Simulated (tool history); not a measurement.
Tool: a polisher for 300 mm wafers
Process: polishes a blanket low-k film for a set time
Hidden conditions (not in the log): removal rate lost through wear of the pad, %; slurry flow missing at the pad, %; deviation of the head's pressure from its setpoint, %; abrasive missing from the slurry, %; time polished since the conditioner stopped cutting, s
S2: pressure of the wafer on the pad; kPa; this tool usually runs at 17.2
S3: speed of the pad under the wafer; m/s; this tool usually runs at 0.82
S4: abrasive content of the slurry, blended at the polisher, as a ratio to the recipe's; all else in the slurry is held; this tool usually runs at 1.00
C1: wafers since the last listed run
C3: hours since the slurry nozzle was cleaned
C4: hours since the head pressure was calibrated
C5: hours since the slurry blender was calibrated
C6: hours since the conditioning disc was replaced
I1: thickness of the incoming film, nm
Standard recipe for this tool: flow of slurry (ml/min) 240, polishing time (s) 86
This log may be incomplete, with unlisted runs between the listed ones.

run 1 hour=0.0 | flow_of_slurry_(ml/min)=240 S2=17.2 S3=0.82 S4=1.00 polishing_time_(s)=86 | C1=0 wafers_polished_on_this_pad=1487 C3=10.0 C4=214.2 C5=276.6 C6=234.8 | I1=456.7 | film_removed_(nm)=33.8
run 2 hour=77.0 | flow_of_slurry_(ml/min)=240 S2=17.2 S3=0.82 S4=1.00 polishing_time_(s)=86 | C1=962 wafers_polished_on_this_pad=2449 C3=87.0 C4=291.2 C5=353.6 C6=311.8 | I1=460.5 | film_removed_(nm)=32.5
-- hour=86.4 slurry blender recalibrated
-- hour=142.3 worn pad replaced by a new one
run 3 hour=168.7 | flow_of_slurry_(ml/min)=265 S2=17.2 S3=0.82 S4=1.00 polishing_time_(s)=86 | C1=1070 wafers_polished_on_this_pad=330 C3=178.7 C4=382.9 C5=82.3 C6=403.5 | I1=456.5 | film_removed_(nm)=35.9
-- hour=192.9 conditioning disc replaced and pad reconditioned
run 4 hour=273.8 | flow_of_slurry_(ml/min)=265 S2=17.2 S3=0.82 S4=1.00 polishing_time_(s)=86 | C1=1288 wafers_polished_on_this_pad=1618 C3=283.8 C4=488.0 C5=187.4 C6=80.9 | I1=454.9 | film_removed_(nm)=34.9
run 5 hour=337.0 | flow_of_slurry_(ml/min)=240 S2=17.2 S3=0.82 S4=1.00 polishing_time_(s)=86 | C1=789 wafers_polished_on_this_pad=2408 C3=347.0 C4=551.2 C5=250.6 C6=144.1 | I1=461.2 | film_removed_(nm)=34.0
run 6 hour=402.5 | flow_of_slurry_(ml/min)=240 S2=17.2 S3=0.82 S4=1.00 polishing_time_(s)=86 | C1=818 wafers_polished_on_this_pad=3226 C3=412.5 C4=616.7 C5=316.1 C6=209.6 | I1=464.6 | film_removed_(nm)=32.7
-- hour=442.2 worn pad replaced by a new one
-- hour=490.9 head pressure recalibrated
run 7 hour=494.0 | flow_of_slurry_(ml/min)=240 S2=17.2 S3=0.82 S4=1.00 polishing_time_(s)=86 | C1=1068 wafers_polished_on_this_pad=622 C3=504.0 C4=3.1 C5=407.6 C6=301.1 | I1=452.2 | film_removed_(nm)=30.9
-- hour=531.5 slurry blender recalibrated
run 8 hour=565.7 | flow_of_slurry_(ml/min)=240 S2=17.2 S3=0.82 S4=1.00 polishing_time_(s)=86 | C1=870 wafers_polished_on_this_pad=1493 C3=575.7 C4=74.8 C5=34.2 C6=372.8 | I1=458.5 | film_removed_(nm)=34.3
-- hour=613.7 conditioning disc replaced and pad reconditioned
run 9 hour=623.6 | flow_of_slurry_(ml/min)=240 S2=17.2 S3=0.82 S4=1.00 polishing_time_(s)=86 | C1=698 wafers_polished_on_this_pad=2191 C3=633.6 C4=132.7 C5=92.1 C6=9.9 | I1=450.5 | film_removed_(nm)=35.3
-- hour=666.8 slurry nozzle cleaned
run 10 hour=720.6 | flow_of_slurry_(ml/min)=240 S2=17.2 S3=0.82 S4=1.00 polishing_time_(s)=86 | C1=1199 wafers_polished_on_this_pad=3391 C3=53.8 C4=229.7 C5=189.1 C6=106.9 | I1=460.8 | film_removed_(nm)=33.4
-- hour=752.6 worn pad replaced by a new one
run 11 hour=765.5 | flow_of_slurry_(ml/min)=300 S2=17.2 S3=0.82 S4=1.30 polishing_time_(s)=86 | C1=511 wafers_polished_on_this_pad=160 C3=98.7 C4=274.6 C5=234.0 C6=151.8 | I1=464.2 | film_removed_(nm)=37.9
run 12 hour=832.9 | flow_of_slurry_(ml/min)=240 S2=17.2 S3=0.62 S4=1.00 polishing_time_(s)=86 | C1=842 wafers_polished_on_this_pad=1002 C3=166.1 C4=342.0 C5=301.4 C6=219.2 | I1=463.3 | film_removed_(nm)=27.0
run 13 hour=896.2 | flow_of_slurry_(ml/min)=205 S2=20.0 S3=0.82 S4=1.20 polishing_time_(s)=86 | C1=790 wafers_polished_on_this_pad=1793 C3=229.4 C4=405.3 C5=364.7 C6=282.5 | I1=459.4 | film_removed_(nm)=38.2
-- hour=936.2 slurry blender recalibrated
run 14 hour=948.5 | flow_of_slurry_(ml/min)=310 S2=13.1 S3=0.82 S4=1.00 polishing_time_(s)=78 | C1=628 wafers_polished_on_this_pad=2422 C3=281.7 C4=457.6 C5=12.3 C6=334.8 | I1=463.4 | film_removed_(nm)=26.2
-- hour=972.4 conditioning disc replaced and pad reconditioned
run 15 hour=1009.9 | flow_of_slurry_(ml/min)=240 S2=20.0 S3=0.82 S4=0.85 polishing_time_(s)=114 | C1=742 wafers_polished_on_this_pad=3164 C3=343.1 C4=519.0 C5=73.7 C6=37.5 | I1=466.8 | film_removed_(nm)=49.6
-- hour=1059.5 worn pad replaced by a new one
run 16 hour=1092.7 | flow_of_slurry_(ml/min)=240 S2=17.2 S3=0.82 S4=1.00 polishing_time_(s)=86 | C1=984 wafers_polished_on_this_pad=414 C3=425.9 C4=601.8 C5=156.5 C6=120.3 | I1=461.2 | film_removed_(nm)=34.8
run 17 hour=1196.3 | flow_of_slurry_(ml/min)=165 S2=17.2 S3=0.62 S4=0.80 polishing_time_(s)=86 | C1=1294 wafers_polished_on_this_pad=1709 C3=529.5 C4=705.4 C5=260.1 C6=223.9 | I1=453.4 | film_removed_(nm)=24.6
run 18 hour=1251.8 | flow_of_slurry_(ml/min)=240 S2=17.2 S3=0.82 S4=1.00 polishing_time_(s)=86 | C1=693 wafers_polished_on_this_pad=2402 C3=585.0 C4=760.9 C5=315.6 C6=279.4 | I1=464.2 | film_removed_(nm)=33.2
-- hour=1277.9 head pressure recalibrated
run 19 hour=1294.9 | flow_of_slurry_(ml/min)=240 S2=20.0 S3=0.74 S4=0.80 polishing_time_(s)=86 | C1=513 wafers_polished_on_this_pad=2916 C3=628.1 C4=17.0 C5=358.7 C6=322.5 | I1=457.8 | film_removed_(nm)=31.2
-- hour=1319.9 conditioning disc replaced and pad reconditioned
run 20 hour=1357.4 | flow_of_slurry_(ml/min)=155 S2=12.4 S3=0.82 S4=1.10 polishing_time_(s)=86 | C1=755 wafers_polished_on_this_pad=3672 C3=690.6 C4=79.5 C5=421.2 C6=37.5 | I1=464.5 | film_removed_(nm)=22.6

Run 21, settings as shown, results not yet in. Your forecast:
-- hour=1380.0 slurry blender recalibrated
-- hour=1389.3 worn pad replaced by a new one
run 21 hour=1459.0 | flow_of_slurry_(ml/min)=240 S2=13.1 S3=0.66 S4=1.00 polishing_time_(s)=86 | C1=1194 wafers_polished_on_this_pad=870 C3=792.2 C4=181.1 C5=79.0 C6=139.1 | I1=449.6 | film_removed_(nm)=?

Run 21 measured film removed (nm) 23.4.
The same run, on a tool lacking any hidden state, would have yielded film removed (nm) 23.7.

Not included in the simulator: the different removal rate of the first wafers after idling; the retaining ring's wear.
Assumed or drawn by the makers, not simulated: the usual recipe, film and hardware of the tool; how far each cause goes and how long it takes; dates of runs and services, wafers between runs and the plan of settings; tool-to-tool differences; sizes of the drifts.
